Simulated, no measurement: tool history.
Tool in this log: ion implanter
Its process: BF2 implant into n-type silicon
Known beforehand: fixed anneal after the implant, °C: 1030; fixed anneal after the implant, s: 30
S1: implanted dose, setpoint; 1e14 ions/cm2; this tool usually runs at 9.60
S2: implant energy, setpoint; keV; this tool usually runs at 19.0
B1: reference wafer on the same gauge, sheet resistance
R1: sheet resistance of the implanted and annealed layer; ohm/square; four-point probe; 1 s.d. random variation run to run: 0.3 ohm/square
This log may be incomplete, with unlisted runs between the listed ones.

{"run": 1, "hour": 0.0, "S1": 9.6, "S2": 15.5, "B1": 139.95, "R1": 154.31}
{"run": 2, "hour": 97.1, "S1": 9.6, "S2": 19.0, "B1": 140.01, "R1": 146.87}
{"run": 3, "hour": 194.1, "S1": 9.6, "S2": 19.0, "B1": 140.03, "R1": 146.93}
{"run": 4, "hour": 283.8, "S1": 9.6, "S2": 19.0, "B1": 139.97, "R1": 146.7}
{"hour": 347.6, "done": "gauge calibrated"}
{"run": 5, "hour": 367.4, "S1": 10.45, "S2": 19.0, "B1": 140.02, "R1": 140.32}
{"run": 6, "hour": 405.8, "S1": 10.45, "S2": 19.0, "B1": 140.01, "R1": 139.97}
{"run": 7, "hour": 451.2, "S1": 9.6, "S2": 19.0, "B1": 140.05, "R1": 146.71}
{"run": 8, "hour": 493.8, "S1": 9.6, "S2": 19.0, "B1": 139.99, "R1": 146.95}
{"run": 9, "hour": 583.2, "S1": 11.03, "S2": 19.0, "B1": 140.07, "R1": 136.14}
{"hour": 651.1, "done": "Faraday cup replaced and dose calibrated"}
{"run": 10, "hour": 682.6, "S1": 11.03, "S2": 19.0, "B1": 139.97, "R1": 137.71}
{"run": 11, "hour": 742.8, "S1": 11.03, "S2": 19.0, "B1": 140.05, "R1": 138.09}
{"run": 12, "hour": 821.4, "S1": 9.6, "S2": 19.0, "B1": 140.11, "R1": 147.27}
{"run": 13, "hour": 887.0, "S1": 9.6, "S2": 19.0, "B1": 140.02, "R1": 147.89}
{"run": 14, "hour": 958.4, "S1": 9.6, "S2": 19.0, "B1": 139.92, "R1": 147.94}
{"run": 15, "hour": 1020.6, "S1": 11.01, "S2": 19.0, "B1": 140.01, "R1": 137.03}
{"run": 16, "hour": 1095.4, "S1": 10.5, "S2": 19.0, "B1": 140.0, "R1": 140.9}
{"run": 17, "hour": 1173.3, "S1": 8.71, "S2": 17.0, "B1": 139.99, "R1": 160.52}
{"run": 18, "hour": 1235.7, "S1": 9.6, "S2": 19.0, "B1": 140.01, "R1": 146.66}
{"run": 19, "hour": 1343.1, "S1": 9.6, "S2": 19.0, "B1": 139.99, "R1": 147.25}
{"run": 20, "hour": 1424.2, "S1": 11.01, "S2": 14.0, "B1": 140.03, "R1": 148.22}
{"run": 21, "hour": 1494.4, "S1": 10.74, "S2": 16.5, "B1": 140.01, "R1": 144.44}
{"run": 22, "hour": 1599.3, "S1": 7.93, "S2": 19.0, "B1": 140.0, "R1": 165.31}
{"run": 23, "hour": 1667.0, "S1": 11.28, "S2": 17.5, "B1": 139.93, "R1": 137.98}
{"hour": 1759.5, "done": "extraction supply calibrated"}
{"run": 24, "hour": 1763.3, "S1": 10.62, "S2": 24.0, "B1": 140.01, "R1": 131.09}
{"run": 25, "hour": 1819.7, "S1": 12.34, "S2": 25.0, "B1": 139.97, "R1": 120.44}
{"run": 26, "hour": 1916.5, "S1": 6.97, "S2": 14.5, "B1": 139.99, "R1": 190.68}
{"run": 27, "hour": 1987.1, "S1": 6.95, "S2": 14.5, "B1": 140.06, "R1": 190.34}
{"run": 28, "hour": 2027.7, "S1": 12.34, "S2": 25.0, "B1": 140.0, "R1": 120.64}
{"run": 29, "hour": 2091.2, "S1": 8.3, "S2": 23.5, "B1": 139.92, "R1": 152.3}
{"run": 30, "hour": 2188.2, "S1": 12.34, "S2": 25.0, "B1": 140.0, "R1": 120.19}
{"run": 31, "hour": 2227.9, "S1": 9.6, "S2": 19.0, "B1": 139.89, "R1": 146.62}
{"run": 32, "hour": 2306.0, "S1": 9.6, "S2": 19.0, "B1": 139.97, "R1": 146.68}
{"run": 33, "hour": 2343.9, "S1": 12.36, "S2": 16.0, "B1": 140.0, "R1": 136.35}
{"run": 34, "hour": 2419.7, "S1": 7.04, "S2": 25.0, "B1": 140.01, "R1": 170.04}
{"run": 35, "hour": 2463.2, "S1": 9.6, "S2": 19.0, "B1": 139.98, "R1": 145.7}
{"hour": 2509.5, "done": "Faraday cup replaced and dose calibrated"}
{"run": 36, "hour": 2539.6, "S1": 6.94, "S2": 19.0, "B1": 139.99, "R1": 182.95}

What the log doesn't show, run by run:
deviation of the true energy from its setpoint, %: 0 at every run
gauge reads high (%): 0 at every run
H1: deviation of the true dose from the Faraday cup's reading, %
run=1 H1=1.15
run=2 H1=1.24
run=3 H1=1.34
run=4 H1=1.43
run=5 H1=1.51
run=6 H1=1.54
run=7 H1=1.59
run=8 H1=1.63
run=9 H1=1.72
run=10 H1=0.154
run=11 H1=0.213
run=12 H1=0.29
run=13 H1=0.354
run=14 H1=0.424
run=15 H1=0.485
run=16 H1=0.558
run=17 H1=0.635
run=18 H1=0.696
run=19 H1=0.801
run=20 H1=0.881
run=21 H1=0.949
run=22 H1=1.05
run=23 H1=1.12
run=24 H1=1.21
run=25 H1=1.27
run=26 H1=1.36
run=27 H1=1.43
run=28 H1=1.47
run=29 H1=1.53
run=30 H1=1.63
run=31 H1=1.67
run=32 H1=1.74
run=33 H1=1.78
run=34 H1=1.86
run=35 H1=1.9
run=36 H1=-0.105
